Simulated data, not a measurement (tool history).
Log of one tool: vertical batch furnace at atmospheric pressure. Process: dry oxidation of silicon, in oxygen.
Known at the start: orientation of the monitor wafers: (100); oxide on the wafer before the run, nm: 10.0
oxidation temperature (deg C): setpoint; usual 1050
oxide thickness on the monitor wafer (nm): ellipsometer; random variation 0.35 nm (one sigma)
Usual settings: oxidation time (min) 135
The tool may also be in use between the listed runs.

run    hour  oxidation temperature (deg C)  oxidation time (min)  wafers since the last listed run  hours since the last temperature calibration  hours since the boat lift was adjusted  hours since the gauge calibration  read-back reference wafer on the same gauge, thickness  oxide thickness on the monitor wafer (nm)
  1       0                           1050                   102                                 0                                        1937.4                                  2209.5                               39.4                                                  107.99                                     105.65
  2    62.6                           1050                   102                               906                                          2000                                  2272.1                                102                                                  107.86                                      105.7
  3     110                           1050                   135                               686                                        2047.4                                  2319.5                              149.4                                                  108.14                                     126.19
  4   146.5                           1050                   135                               528                                        2083.9                                    2356                              185.9                                                  108.01                                     126.64
  5   206.3                           1050                   135                               865                                        2143.7                                  2415.8                              245.7                                                  108.05                                     127.36
  6   374.7                           1050                 118.5                              2438                                        2312.1                                  2584.2                              414.1                                                  107.93                                     116.71
  7   440.3                           1050                 118.5                               949                                        2377.7                                  2649.8                              479.7                                                  108.06                                     116.72
      617.5  -- gauge calibrated
      635.3  -- thermocouples replaced and temperature profile calibrated
  8   635.8                           1050                   135                              2483                                           0.5                                  2845.3                               18.3                                                  107.96                                     122.54
      675.4  -- boat lift adjusted
  9   704.6                           1050                   135                               648                                          69.3                                    29.2                               87.1                                                  107.98                                     127.35
 10   754.8                           1050                   135                               726                                         119.5                                    79.4                              137.3                                                  108.05                                     127.08
 11     824                           1062                  91.5                              1001                                         188.7                                   148.6                              206.5                                                  108.01                                     109.35
 12   849.6                           1063                   100                               370                                         214.3                                   174.2                              232.1                                                   107.9                                     116.04
 13   905.8                           1043                   192                               813                                         270.5                                   230.4                              288.3                                                  107.98                                     151.63
 14   958.1                           1033                   156                               757                                         322.8                                   282.7                              340.6                                                  107.89                                     122.64
 15  1000.3                           1050                   135                               611                                           365                                   324.9                              382.8                                                  107.98                                     127.29
 16  1065.2                           1070                    86                               939                                         429.9                                   389.8                              447.7                                                  108.04                                     111.55
 17  1109.1                           1072                   116                               635                                         473.8                                   433.7                              491.6                                                  107.95                                     136.35
 18  1137.4                           1050                   135                               409                                         502.1                                     462                              519.9                                                  107.89                                     127.45

Hidden state or all else? Some run-to-run changes of oxide thickness on the monitor wafer (nm), split into what the settings, what came in and random variation would give without the hidden state, and what is left for the hidden state (with any gauge scatter that isn't in both results):
The hidden state here: true tube temperature minus thermocouple reading, K; monitor wafer colder than the profiled boat position, K; gauge reads high (%).
Run 8 -> 9: boat lift adjusted. oxide thickness on the monitor wafer (nm) +4.81: hidden state +5, all else -0.19.
Run 12 -> 13: oxidation temperature (deg C) 1063 -> 1043, oxidation time (min) 100 -> 192. oxide thickness on the monitor wafer (nm) +35.59: hidden state +0.3, all else +35.29.
